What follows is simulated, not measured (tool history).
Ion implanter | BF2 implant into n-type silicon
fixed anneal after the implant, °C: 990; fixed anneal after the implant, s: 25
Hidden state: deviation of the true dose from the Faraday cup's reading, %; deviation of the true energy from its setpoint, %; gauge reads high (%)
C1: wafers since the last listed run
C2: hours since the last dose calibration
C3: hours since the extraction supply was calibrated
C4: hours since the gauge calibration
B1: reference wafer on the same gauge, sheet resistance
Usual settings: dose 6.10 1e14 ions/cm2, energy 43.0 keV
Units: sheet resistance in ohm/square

run 1 hour=0.0 | dose=4.75 energy=43.0 | C1=0 C2=200.2 C3=5742.9 C4=1574.3 | B1=208.87 | sheet_resistance=251.53
run 2 hour=61.2 | dose=4.75 energy=43.0 | C1=904 C2=261.4 C3=5804.1 C4=1635.5 | B1=209.05 | sheet_resistance=252.17
run 3 hour=125.7 | dose=4.75 energy=43.0 | C1=952 C2=325.9 C3=5868.6 C4=1700.0 | B1=208.92 | sheet_resistance=251.30
run 4 hour=175.8 | dose=6.10 energy=43.0 | C1=740 C2=376.0 C3=5918.7 C4=1750.1 | B1=208.98 | sheet_resistance=204.75
run 5 hour=325.7 | dose=6.10 energy=43.0 | C1=2214 C2=525.9 C3=6068.6 C4=1900.0 | B1=209.03 | sheet_resistance=204.25
run 6 hour=369.5 | dose=6.10 energy=43.0 | C1=647 C2=569.7 C3=6112.4 C4=1943.8 | B1=208.95 | sheet_resistance=204.61
run 7 hour=473.1 | dose=6.10 energy=39.0 | C1=1530 C2=673.3 C3=6216.0 C4=2047.4 | B1=208.97 | sheet_resistance=208.42
run 8 hour=554.2 | dose=6.10 energy=43.0 | C1=1198 C2=754.4 C3=6297.1 C4=2128.5 | B1=209.05 | sheet_resistance=204.21
run 9 hour=639.0 | dose=6.10 energy=43.0 | C1=1252 C2=839.2 C3=6381.9 C4=2213.3 | B1=209.04 | sheet_resistance=204.67
run 10 hour=687.1 | dose=6.10 energy=43.0 | C1=710 C2=887.3 C3=6430.0 C4=2261.4 | B1=208.96 | sheet_resistance=203.73
run 11 hour=730.1 | dose=5.03 energy=43.0 | C1=635 C2=930.3 C3=6473.0 C4=2304.4 | B1=209.09 | sheet_resistance=239.29
run 12 hour=784.1 | dose=5.03 energy=43.0 | C1=797 C2=984.3 C3=6527.0 C4=2358.4 | B1=208.98 | sheet_resistance=239.73
run 13 hour=838.4 | dose=6.10 energy=43.0 | C1=802 C2=1038.6 C3=6581.3 C4=2412.7 | B1=208.93 | sheet_resistance=203.94
run 14 hour=886.8 | dose=5.29 energy=53.5 | C1=715 C2=1087.0 C3=6629.7 C4=2461.1 | B1=209.06 | sheet_resistance=224.12
run 15 hour=945.6 | dose=6.10 energy=43.0 | C1=868 C2=1145.8 C3=6688.5 C4=2519.9 | B1=209.00 | sheet_resistance=205.15
run 16 hour=1008.6 | dose=6.81 energy=36.5 | C1=930 C2=1208.8 C3=6751.5 C4=2582.9 | B1=208.91 | sheet_resistance=196.30
run 17 hour=1111.8 | dose=6.10 energy=29.5 | C1=1524 C2=1312.0 C3=6854.7 C4=2686.1 | B1=209.06 | sheet_resistance=222.70
-- hour=1132.3 gauge calibrated
run 18 hour=1214.4 | dose=7.74 energy=51.5 | C1=1515 C2=1414.6 C3=6957.3 C4=82.1 | B1=209.01 | sheet_resistance=166.93
run 19 hour=1262.8 | dose=6.10 energy=43.0 | C1=715 C2=1463.0 C3=7005.7 C4=130.5 | B1=209.02 | sheet_resistance=205.75
run 20 hour=1299.0 | dose=6.70 energy=36.5 | C1=534 C2=1499.2 C3=7041.9 C4=166.7 | B1=209.02 | sheet_resistance=197.45
run 21 hour=1403.7 | dose=6.10 energy=43.0 | C1=1546 C2=1603.9 C3=7146.6 C4=271.4 | B1=209.00 | sheet_resistance=205.41
run 22 hour=1441.3 | dose=6.10 energy=43.0 | C1=555 C2=1641.5 C3=7184.2 C4=309.0 | B1=208.99 | sheet_resistance=204.69
run 23 hour=1542.2 | dose=6.10 energy=43.0 | C1=1490 C2=1742.4 C3=7285.1 C4=409.9 | B1=208.98 | sheet_resistance=205.87
run 24 hour=1627.3 | dose=4.40 energy=37.5 | C1=1257 C2=1827.5 C3=7370.2 C4=495.0 | B1=208.90 | sheet_resistance=273.17
run 25 hour=1728.1 | dose=7.38 energy=55.0 | C1=1489 C2=1928.3 C3=7471.0 C4=595.8 | B1=208.96 | sheet_resistance=171.60
-- hour=1758.3 Faraday cup replaced and dose calibrated
run 26 hour=1787.4 | dose=6.10 energy=43.0 | C1=757 C2=29.1 C3=7530.3 C4=655.1 | B1=209.09 | sheet_resistance=204.85
-- hour=1815.8 extraction supply calibrated
run 27 hour=1879.6 | dose=5.02 energy=51.0 | C1=1244 C2=121.3 C3=63.8 C4=747.3 | B1=208.93 | sheet_resistance=236.65
run 28 hour=1979.3 | dose=6.10 energy=43.0 | C1=1473 C2=221.0 C3=163.5 C4=847.0 | B1=208.84 | sheet_resistance=205.61
run 29 hour=2052.2 | dose=4.85 energy=51.0 | C1=1077 C2=293.9 C3=236.4 C4=919.9 | B1=208.92 | sheet_resistance=243.23
run 30 hour=2126.4 | dose=6.10 energy=37.0 | C1=1096 C2=368.1 C3=310.6 C4=994.1 | B1=208.87 | sheet_resistance=210.76
run 31 hour=2335.4 | dose=6.10 energy=43.0 | C1=3087 C2=577.1 C3=519.6 C4=1203.1 | B1=208.92 | sheet_resistance=205.35
run 32 hour=2396.6 | dose=6.10 energy=43.0 | C1=904 C2=638.3 C3=580.8 C4=1264.3 | B1=209.04 | sheet_resistance=204.60
run 33 hour=2498.5 | dose=7.03 energy=55.0 | C1=1505 C2=740.2 C3=682.7 C4=1366.2 | B1=209.01 | sheet_resistance=177.74
run 34 hour=2565.9 | dose=4.84 energy=29.5 | C1=995 C2=807.6 C3=750.1 C4=1433.6 | B1=209.10 | sheet_resistance=263.72
run 35 hour=2636.2 | dose=7.32 energy=33.0 | C1=1038 C2=877.9 C3=820.4 C4=1503.9 | B1=208.93 | sheet_resistance=193.35
run 36 hour=2739.3 | dose=6.10 energy=30.0 | C1=1523 C2=981.0 C3=923.5 C4=1607.0 | B1=209.05 | sheet_resistance=221.23

What the log doesn't show, run by run:
deviation of the true dose from the Faraday cup's reading, %: 0 in every run
deviation of the true energy from its setpoint, %: 0 in every run
gauge reads high (%): 0 in every run

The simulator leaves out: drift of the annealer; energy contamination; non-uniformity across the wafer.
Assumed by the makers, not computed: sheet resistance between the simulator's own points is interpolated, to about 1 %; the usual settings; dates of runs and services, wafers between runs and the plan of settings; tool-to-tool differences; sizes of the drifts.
